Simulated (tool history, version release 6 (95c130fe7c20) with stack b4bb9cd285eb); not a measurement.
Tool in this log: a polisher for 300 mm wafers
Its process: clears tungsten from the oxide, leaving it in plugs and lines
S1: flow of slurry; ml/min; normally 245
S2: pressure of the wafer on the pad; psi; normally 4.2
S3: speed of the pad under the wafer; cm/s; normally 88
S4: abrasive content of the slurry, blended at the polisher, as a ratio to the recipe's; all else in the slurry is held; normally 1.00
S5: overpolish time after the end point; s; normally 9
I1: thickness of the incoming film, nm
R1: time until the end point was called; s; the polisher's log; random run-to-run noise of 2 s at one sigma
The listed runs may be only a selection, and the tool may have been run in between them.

{"run": 1, "hour": 0.0, "S1": 290, "S2": 4.2, "S3": 88, "S4": 1.0, "S5": 9, "I1": 426.4, "R1": 117.5}
{"run": 2, "hour": 64.9, "S1": 245, "S2": 4.7, "S3": 88, "S4": 1.0, "S5": 9, "I1": 434.2, "R1": 104.4}
{"run": 3, "hour": 152.2, "S1": 245, "S2": 4.7, "S3": 88, "S4": 1.0, "S5": 9, "I1": 429.4, "R1": 103.9}
{"hour": 165.2, "done": "head pressure recalibrated"}
{"hour": 214.9, "done": "slurry nozzle cleaned"}
{"run": 4, "hour": 228.0, "S1": 245, "S2": 4.7, "S3": 88, "S4": 1.0, "S5": 9, "I1": 428.7, "R1": 106.2}
{"run": 5, "hour": 318.9, "S1": 220, "S2": 4.2, "S3": 88, "S4": 1.0, "S5": 9, "I1": 431.0, "R1": 126.2}
{"run": 6, "hour": 362.7, "S1": 245, "S2": 5.1, "S3": 70, "S4": 1.0, "S5": 9, "I1": 427.4, "R1": 131.0}
{"run": 7, "hour": 406.7, "S1": 245, "S2": 5.1, "S3": 70, "S4": 1.0, "S5": 9, "I1": 425.9, "R1": 129.2}
{"hour": 411.8, "done": "worn pad replaced by a new one"}
{"hour": 433.0, "done": "slurry blender recalibrated"}
{"hour": 445.8, "done": "slurry tank refilled with fresh slurry and peroxide"}
{"run": 8, "hour": 544.4, "S1": 245, "S2": 4.2, "S3": 88, "S4": 1.0, "S5": 8, "I1": 430.9, "R1": 117.4}
{"run": 9, "hour": 601.2, "S1": 280, "S2": 5.4, "S3": 98, "S4": 0.8, "S5": 9, "I1": 423.5, "R1": 86.5}
{"hour": 646.2, "done": "head pressure recalibrated"}
{"run": 10, "hour": 685.5, "S1": 325, "S2": 5.3, "S3": 114, "S4": 1.0, "S5": 5, "I1": 424.9, "R1": 70.3}
{"hour": 689.9, "done": "slurry nozzle cleaned"}
{"run": 11, "hour": 734.9, "S1": 210, "S2": 4.2, "S3": 88, "S4": 1.0, "S5": 9, "I1": 434.4, "R1": 121.5}
{"run": 12, "hour": 827.9, "S1": 245, "S2": 4.6, "S3": 108, "S4": 1.0, "S5": 5, "I1": 426.6, "R1": 91.3}
{"run": 13, "hour": 900.7, "S1": 245, "S2": 4.2, "S3": 104, "S4": 1.3, "S5": 9, "I1": 428.2, "R1": 98.2}
{"hour": 939.7, "done": "slurry blender recalibrated"}
{"hour": 942.5, "done": "worn pad replaced by a new one"}
{"run": 14, "hour": 943.0, "S1": 245, "S2": 4.2, "S3": 88, "S4": 1.0, "S5": 8, "I1": 425.5, "R1": 114.1}
{"hour": 964.4, "done": "slurry tank refilled with fresh slurry and peroxide"}
{"run": 15, "hour": 1011.3, "S1": 245, "S2": 3.0, "S3": 100, "S4": 1.2, "S5": 6, "I1": 431.5, "R1": 134.8}
{"run": 16, "hour": 1072.6, "S1": 245, "S2": 4.7, "S3": 88, "S4": 1.25, "S5": 9, "I1": 426.6, "R1": 94.7}
{"run": 17, "hour": 1111.4, "S1": 290, "S2": 4.2, "S3": 88, "S4": 1.0, "S5": 9, "I1": 424.8, "R1": 112.5}
{"run": 18, "hour": 1161.0, "S1": 325, "S2": 3.2, "S3": 70, "S4": 1.0, "S5": 9, "I1": 428.1, "R1": 189.4}
{"hour": 1200.9, "done": "head pressure recalibrated"}
{"run": 19, "hour": 1269.9, "S1": 245, "S2": 4.2, "S3": 68, "S4": 1.0, "S5": 13, "I1": 429.7, "R1": 156.9}
{"run": 20, "hour": 1307.3, "S1": 245, "S2": 4.2, "S3": 88, "S4": 1.0, "S5": 9, "I1": 427.0, "R1": 123.0}
{"hour": 1315.3, "done": "slurry nozzle cleaned"}
{"hour": 1415.0, "done": "worn pad replaced by a new one"}
{"hour": 1490.2, "done": "slurry blender recalibrated"}
{"run": 21, "hour": 1509.7, "S1": 245, "S2": 4.2, "S3": 112, "S4": 1.0, "S5": 5, "I1": 428.2, "R1": 90.0}
{"hour": 1557.6, "done": "slurry tank refilled with fresh slurry and peroxide"}
{"run": 22, "hour": 1577.3, "S1": 245, "S2": 4.2, "S3": 88, "S4": 1.0, "S5": 11, "I1": 429.6, "R1": 116.7}
{"run": 23, "hour": 1614.9, "S1": 245, "S2": 5.1, "S3": 70, "S4": 1.0, "S5": 9, "I1": 427.2, "R1": 118.0}
{"run": 24, "hour": 1693.7, "S1": 245, "S2": 4.2, "S3": 88, "S4": 1.0, "S5": 9, "I1": 429.3, "R1": 116.4}
{"hour": 1730.8, "done": "head pressure recalibrated"}
{"run": 25, "hour": 1765.6, "S1": 245, "S2": 3.2, "S3": 100, "S4": 1.15, "S5": 12, "I1": 424.7, "R1": 133.4}
{"run": 26, "hour": 1842.4, "S1": 245, "S2": 4.2, "S3": 68, "S4": 1.0, "S5": 9, "I1": 427.0, "R1": 161.6}
{"hour": 1855.9, "done": "slurry nozzle cleaned"}
{"run": 27, "hour": 1897.0, "S1": 245, "S2": 4.2, "S3": 88, "S4": 1.0, "S5": 9, "I1": 428.9, "R1": 129.9}

Each row is a separate what-if for the run after 27, all from the same tool condition, not one after another. Results?
{"run": "A", "hour": 1897.5, "S1": 245, "S2": 4.2, "S3": 88, "S4": 1.0, "S5": 9, "I1": 432.2, "R1": "?"}
{"run": "B", "hour": 1897.5, "S1": 215, "S2": 4.2, "S3": 88, "S4": 1.0, "S5": 9, "I1": 432.2, "R1": "?"}
{"run": "C", "hour": 1897.5, "S1": 245, "S2": 4.2, "S3": 88, "S4": 1.0, "S5": 12, "I1": 432.2, "R1": "?"}

run=A R1=122.3
run=B R1=123.6
run=C R1=122.3
The same runs, with their run-to-run variation unchanged, on a tool lacking any hidden condition would have given:
run=A R1=108.9
run=B R1=110.0
run=C R1=108.9
